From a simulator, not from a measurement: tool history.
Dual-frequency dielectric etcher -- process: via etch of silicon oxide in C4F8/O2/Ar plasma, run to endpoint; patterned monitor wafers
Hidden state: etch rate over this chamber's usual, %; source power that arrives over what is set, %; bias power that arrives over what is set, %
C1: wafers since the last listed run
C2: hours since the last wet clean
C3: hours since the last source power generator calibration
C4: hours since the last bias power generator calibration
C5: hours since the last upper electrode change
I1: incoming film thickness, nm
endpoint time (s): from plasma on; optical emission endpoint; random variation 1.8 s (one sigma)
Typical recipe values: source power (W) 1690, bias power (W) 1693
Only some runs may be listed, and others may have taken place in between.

Run 1, hour 0: usual settings; C1 0; C2 539.4; C3 2876.2; C4 1385.9; C5 2638.3; I1 998.6. Result: endpoint time (s) 240.6.
At hour 76.6: wet clean of the chamber.
Run 2, hour 77.1: usual settings; C1 412; C2 0.5; C3 2953.3; C4 1463; C5 2715.4; I1 990.4. Result: endpoint time (s) 228.7.
Run 3, hour 128.4: usual settings; C1 398; C2 51.8; C3 3004.6; C4 1514.3; C5 2766.7; I1 1001.1. Result: endpoint time (s) 230.9.
Run 4, hour 159.1: usual settings; C1 238; C2 82.5; C3 3035.3; C4 1545; C5 2797.4; I1 997.3. Result: endpoint time (s) 231.2.
Run 5, hour 183.6: usual settings; C1 190; C2 107; C3 3059.8; C4 1569.5; C5 2821.9; I1 997.3. Result: endpoint time (s) 230.4.
Run 6, hour 245.7: usual settings; C1 482; C2 169.1; C3 3121.9; C4 1631.6; C5 2884; I1 1002. Result: endpoint time (s) 231.5.
Run 7, hour 317.6: usual settings; C1 558; C2 241; C3 3193.8; C4 1703.5; C5 2955.9; I1 1000.8. Result: endpoint time (s) 236.
Run 8, hour 385.1: usual settings; C1 524; C2 308.5; C3 3261.3; C4 1771; C5 3023.4; I1 999.8. Result: endpoint time (s) 237.2.
At hour 430.6: upper electrode replaced.
Run 9, hour 434.2: usual settings; C1 195; C2 357.6; C3 3310.4; C4 1820.1; C5 3.6; I1 1001. Result: endpoint time (s) 236.5.
Run 10, hour 481.2: usual settings; C1 365; C2 404.6; C3 3357.4; C4 1867.1; C5 50.6; I1 997.2. Result: endpoint time (s) 239.8.
Run 11, hour 545: usual settings but source power (W) 1480, bias power (W) 1956; C1 495; C2 468.4; C3 3421.2; C4 1930.9; C5 114.4; I1 995.7. Result: endpoint time (s) 244.8.
Run 12, hour 572.1: usual settings but source power (W) 1480, bias power (W) 1956; C1 210; C2 495.5; C3 3448.3; C4 1958; C5 141.5; I1 994. Result: endpoint time (s) 243.4.
At hour 586.4: source power generator calibrated.
Run 13, hour 596.9: usual settings; C1 161; C2 520.3; C3 10.5; C4 1982.8; C5 166.3; I1 997.6. Result: endpoint time (s) 237.1.
At hour 629.7: wet clean of the chamber.
Run 14, hour 630.2: usual settings; C1 72; C2 0.5; C3 43.8; C4 2016.1; C5 199.6; I1 997.3. Result: endpoint time (s) 229.
Run 15, hour 674.7: usual settings; C1 345; C2 45; C3 88.3; C4 2060.6; C5 244.1; I1 1006. Result: endpoint time (s) 231.
Run 16, hour 721.2: usual settings but source power (W) 1930, bias power (W) 1854; C1 361; C2 91.5; C3 134.8; C4 2107.1; C5 290.6; I1 997.8. Result: endpoint time (s) 220.2.
Run 17, hour 778.8: usual settings but source power (W) 1820, bias power (W) 1335; C1 447; C2 149.1; C3 192.4; C4 2164.7; C5 348.2; I1 996.1. Result: endpoint time (s) 237.3.
Run 18, hour 843.9: usual settings but source power (W) 1800, bias power (W) 1996; C1 506; C2 214.2; C3 257.5; C4 2229.8; C5 413.3; I1 997.8. Result: endpoint time (s) 224.
Run 19, hour 869.4: usual settings but source power (W) 1850, bias power (W) 1861; C1 198; C2 239.7; C3 283; C4 2255.3; C5 438.8; I1 992.4. Result: endpoint time (s) 223.6.
Run 20, hour 916.6: usual settings but source power (W) 1860, bias power (W) 2082; C1 366; C2 286.9; C3 330.2; C4 2302.5; C5 486; I1 992.6. Result: endpoint time (s) 221.2.
Run 21, hour 987.8: usual settings; C1 553; C2 358.1; C3 401.4; C4 2373.7; C5 557.2; I1 1004.7. Result: endpoint time (s) 240.6.

What does the tool deliver on the next run?
Run 22, hour 1038.4: usual settings; C1 393; C2 408.7; C3 452; C4 2424.3; C5 607.8; I1 996.7. Result: endpoint time (s) ?.

Run 22 came out at endpoint time (s) 236.9.
With the hidden condition absent and the run-to-run variation left alone, this run would have shown endpoint time (s) 227.
